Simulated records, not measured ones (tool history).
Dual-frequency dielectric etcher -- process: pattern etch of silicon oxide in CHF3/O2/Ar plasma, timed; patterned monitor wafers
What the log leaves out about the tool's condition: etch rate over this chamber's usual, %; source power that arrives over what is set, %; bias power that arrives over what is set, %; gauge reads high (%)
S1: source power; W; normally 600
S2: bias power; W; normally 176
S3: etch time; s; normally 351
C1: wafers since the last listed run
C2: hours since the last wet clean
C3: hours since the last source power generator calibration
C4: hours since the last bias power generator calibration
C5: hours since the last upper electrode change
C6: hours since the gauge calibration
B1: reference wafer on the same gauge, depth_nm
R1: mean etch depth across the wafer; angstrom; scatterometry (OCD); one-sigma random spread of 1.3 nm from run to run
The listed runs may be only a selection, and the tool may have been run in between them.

run,hour,S1,S2,S3,C1,C2,C3,C4,C5,C6,B1,R1
1,0,600,176,351,0,625.2,3734.2,3315.1,2783.2,418.9,763.5,6282
# hour 21.9: wet clean of the chamber
2,36,600,176,351,74,14.1,3770.2,3351.1,2819.2,454.9,763.6,6447
3,97.8,600,176,351,327,75.9,3832,3412.9,2881,516.7,763.5,6409
4,151.1,600,205,351,282,129.2,3885.3,3466.2,2934.3,570,763,6685
5,222.7,600,176,351,379,200.8,3956.9,3537.8,3005.9,641.6,762.4,6397
6,249.8,600,176,351,143,227.9,3984,3564.9,3033,668.7,763.6,6382
7,274.6,600,176,351,131,252.7,4008.8,3589.7,3057.8,693.5,763,6381
8,340.4,600,148,351,348,318.5,4074.6,3655.5,3123.6,759.3,762.6,6072
# hour 391.8: gauge calibrated
9,402.3,600,148,351,328,380.4,4136.5,3717.4,3185.5,10.5,762.9,6063
# hour 445.6: source power generator calibrated
10,473.5,600,148,351,356,451.6,27.9,3788.6,3256.7,81.7,763.1,6047
11,535.1,530,176,351,326,513.2,89.5,3850.2,3318.3,143.3,763.6,6076
# hour 575.4: bias power generator calibrated
12,584.2,600,202,311.5,239,562.3,138.6,8.8,3367.4,192.4,763.1,5860
# hour 617.4: wet clean of the chamber
13,623.7,670,153,351,82,6.3,178.1,48.3,3406.9,231.9,762.8,6414
14,683.8,600,176,351,318,66.4,238.2,108.4,3467,292,762.4,6451
# hour 728.3: upper electrode replaced
15,736,680,140,275,149,118.6,290.4,160.6,7.7,344.2,763.6,4929
16,798.6,550,142,351,331,181.2,353,223.2,70.3,406.8,763.3,5871
17,830.3,600,176,351,168,212.9,384.7,254.9,102,438.5,763.6,6420
18,859.2,650,176,378.5,153,241.8,413.6,283.8,130.9,467.4,762,7063
19,903.5,500,147,249.5,234,286.1,457.9,328.1,175.2,511.7,763.9,4074
20,954.8,480,176,269.5,272,337.4,509.2,379.4,226.5,563,763.2,4562
21,998.5,670,176,351,231,381.1,552.9,423.1,270.2,606.7,763.3,6612

Each row is a separate what-if for the run after 21, all from the same tool condition, not one after another. Results?
A,999,600,176,408.5,2,381.6,553.4,423.6,270.7,607.2,?,?
B,999,600,201,351,2,381.6,553.4,423.6,270.7,607.2,?,?
C,999,690,218,408.5,2,381.6,553.4,423.6,270.7,607.2,?,?
D,999,480,164,351,2,381.6,553.4,423.6,270.7,607.2,?,?

run,B1,R1
A,764.1,7401
B,764.1,6613
C,764.1,8258
D,764.1,5798
Without the tool's hidden state the same runs would have given:
run,R1
A,7485
B,6687
C,8352
D,5864
